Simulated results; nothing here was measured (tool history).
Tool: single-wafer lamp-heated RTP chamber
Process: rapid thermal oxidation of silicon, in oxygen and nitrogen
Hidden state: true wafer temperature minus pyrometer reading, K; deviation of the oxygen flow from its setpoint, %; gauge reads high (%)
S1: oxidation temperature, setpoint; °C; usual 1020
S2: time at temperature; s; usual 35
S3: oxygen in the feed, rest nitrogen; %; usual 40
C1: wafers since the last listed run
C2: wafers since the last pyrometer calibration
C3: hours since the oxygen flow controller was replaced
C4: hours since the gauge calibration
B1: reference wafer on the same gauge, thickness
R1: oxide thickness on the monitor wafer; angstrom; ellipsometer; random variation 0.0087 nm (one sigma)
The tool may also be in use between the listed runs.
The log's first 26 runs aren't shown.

| run | day | S1 | S2 | S3 | C1 | C2 | C3 | C4 | B1 | R1 |
|---|---|---|---|---|---|---|---|---|---|---|
| 27 | 68.038 | 1046 | 47 | 40 | 370 | 3479 | 264.5 | 96.5 | 3.703 | 50.10 |
| 28 | 69.700 | 1042 | 35 | 40 | 443 | 3922 | 304.4 | 136.4 | 3.703 | 43.22 |
| 29 | 72.017 | 1031 | 28 | 26 | 617 | 4539 | 360.0 | 192.0 | 3.700 | 32.59 |
| 30 | 74.050 | 1031 | 27 | 40 | 541 | 5081 | 408.8 | 240.8 | 3.702 | 36.47 |
|  | 76.167 | pyrometer window cleaned and pyrometer calibrated |
| 31 | 76.371 | 1028 | 47 | 20 | 529 | 54 | 464.5 | 296.5 | 3.695 | 35.72 |
| 32 | 78.012 | 1020 | 35 | 40 | 437 | 492 | 503.9 | 335.9 | 3.706 | 37.22 |
| 33 | 79.112 | 1040 | 46 | 40 | 293 | 785 | 530.3 | 362.3 | 3.695 | 47.43 |
| 34 | 81.467 | 1032 | 35 | 40 | 627 | 1413 | 586.8 | 418.8 | 3.699 | 40.37 |
| 35 | 84.033 | 1005 | 21 | 19 | 684 | 2097 | 648.4 | 480.4 | 3.700 | 24.46 |
| 36 | 86.796 | 1020 | 35 | 57 | 736 | 2833 | 714.7 | 546.7 | 3.705 | 41.88 |
| 37 | 88.325 | 994 | 49 | 17 | 407 | 3240 | 751.4 | 583.4 | 3.700 | 29.17 |
| 38 | 90.167 | 1035 | 42 | 17 | 490 | 3731 | 795.6 | 627.6 | 3.702 | 34.43 |
| 39 | 92.712 | 1002 | 22 | 26 | 678 | 4410 | 856.7 | 688.7 | 3.699 | 26.04 |

Forecast each of these 3 alternatives for the next run:
| A | 92.733 | 1020 | 35 | 40 | 5 | 4415 | 857.2 | 689.2 | ? | ? |
| B | 92.733 | 991 | 35 | 17 | 5 | 4415 | 857.2 | 689.2 | ? | ? |
| C | 92.733 | 999 | 29 | 40 | 5 | 4415 | 857.2 | 689.2 | ? | ? |

| run | B1 | R1 |
|---|---|---|
| A | 3.698 | 37.68 |
| B | 3.698 | 25.97 |
| C | 3.698 | 30.89 |
Without the tool's hidden state the same runs would have given:
| run | R1 |
|---|---|
| A | 36.70 |
| B | 25.51 |
| C | 30.19 |
